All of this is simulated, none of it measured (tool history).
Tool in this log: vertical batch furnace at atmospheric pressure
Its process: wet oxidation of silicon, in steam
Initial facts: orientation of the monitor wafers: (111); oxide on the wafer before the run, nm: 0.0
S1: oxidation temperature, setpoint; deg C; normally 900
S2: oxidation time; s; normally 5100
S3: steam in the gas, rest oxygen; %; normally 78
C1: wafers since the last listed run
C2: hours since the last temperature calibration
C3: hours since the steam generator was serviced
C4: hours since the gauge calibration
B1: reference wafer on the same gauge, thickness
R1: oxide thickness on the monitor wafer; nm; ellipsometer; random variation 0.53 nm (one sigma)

| run | hour | S1 | S2 | S3 | C1 | C2 | C3 | C4 | B1 | R1 |
|---|---|---|---|---|---|---|---|---|---|---|
| 1 | 0 | 900 | 5100 | 72 | 0 | 3054.9 | 689.1 | 821 | 228.81 | 245.59 |
|  | 93.7 | gauge calibrated |
| 2 | 106.2 | 900 | 5100 | 72 | 1559 | 3161.1 | 795.3 | 12.5 | 228.9 | 244.97 |
| 3 | 184.4 | 888 | 5100 | 78 | 1148 | 3239.3 | 873.5 | 90.7 | 229.11 | 226.21 |
| 4 | 241.3 | 888 | 5100 | 78 | 835 | 3296.2 | 930.4 | 147.6 | 228.75 | 226.54 |
| 5 | 333 | 900 | 5100 | 78 | 1346 | 3387.9 | 1022.1 | 239.3 | 229.11 | 261.77 |
| 6 | 406.1 | 900 | 5100 | 78 | 1073 | 3461 | 1095.2 | 312.4 | 229.27 | 261.91 |
| 7 | 478.1 | 900 | 5100 | 78 | 1057 | 3533 | 1167.2 | 384.4 | 228.94 | 261.16 |
| 8 | 531.8 | 900 | 6870 | 78 | 788 | 3586.7 | 1220.9 | 438.1 | 229.07 | 329.71 |
| 9 | 629.1 | 900 | 6870 | 78 | 1429 | 3684 | 1318.2 | 535.4 | 229.08 | 329.17 |
|  | 741.7 | thermocouples replaced and temperature profile calibrated |
| 10 | 742.2 | 900 | 5100 | 78 | 1308 | 0.5 | 1431.3 | 648.5 | 228.86 | 261.59 |
| 11 | 801 | 900 | 5100 | 78 | 863 | 59.3 | 1490.1 | 707.3 | 229 | 261.79 |
| 12 | 884.1 | 883 | 6870 | 78 | 1220 | 142.4 | 1573.2 | 790.4 | 228.81 | 271.29 |
| 13 | 983.3 | 908 | 6240 | 72 | 1457 | 241.6 | 1672.4 | 889.6 | 228.97 | 312.29 |
|  | 1019.6 | steam generator serviced |
| 14 | 1032.5 | 910 | 6660 | 82 | 370 | 290.8 | 12.9 | 938.8 | 229.1 | 367.91 |
| 15 | 1126 | 922 | 5970 | 84 | 1373 | 384.3 | 106.4 | 1032.3 | 228.86 | 382.15 |
|  | 1179.9 | gauge calibrated |
| 16 | 1190.3 | 900 | 5100 | 88 | 944 | 448.6 | 170.7 | 10.4 | 229.2 | 286.78 |
| 17 | 1291.4 | 900 | 3600 | 78 | 1485 | 549.7 | 271.8 | 111.5 | 228.86 | 196.81 |
| 18 | 1351.8 | 900 | 5100 | 78 | 887 | 610.1 | 332.2 | 171.9 | 229.23 | 261.26 |
| 19 | 1394.3 | 888 | 5100 | 78 | 624 | 652.6 | 374.7 | 214.4 | 228.98 | 225.89 |
| 20 | 1468.3 | 875 | 7290 | 82 | 1086 | 726.6 | 448.7 | 288.4 | 229.17 | 267.9 |
| 21 | 1519.5 | 918 | 5100 | 78 | 752 | 777.8 | 499.9 | 339.6 | 229.02 | 313.01 |
| 22 | 1603.8 | 922 | 5100 | 78 | 1238 | 862.1 | 584.2 | 423.9 | 228.84 | 323.82 |

Consider 4 possible next runs. They are alternatives, not a sequence: every one starts from the tool as it was left by run 22. What does each give?
| A | 1608.6 | 900 | 5100 | 69 | 70 | 866.9 | 589 | 428.7 | ? | ? |
| B | 1608.6 | 875 | 4410 | 78 | 70 | 866.9 | 589 | 428.7 | ? | ? |
| C | 1608.6 | 900 | 5730 | 69 | 70 | 866.9 | 589 | 428.7 | ? | ? |
| D | 1608.6 | 922 | 6570 | 78 | 70 | 866.9 | 589 | 428.7 | ? | ? |

| run | B1 | R1 |
|---|---|---|
| A | 228.88 | 237.71 |
| B | 228.88 | 168.61 |
| C | 228.88 | 260.81 |
| D | 228.88 | 390.11 |
What these runs would have given with no unlogged condition in the tool:
| run | R1 |
|---|---|
| A | 237.71 |
| B | 168.61 |
| C | 260.81 |
| D | 390.11 |
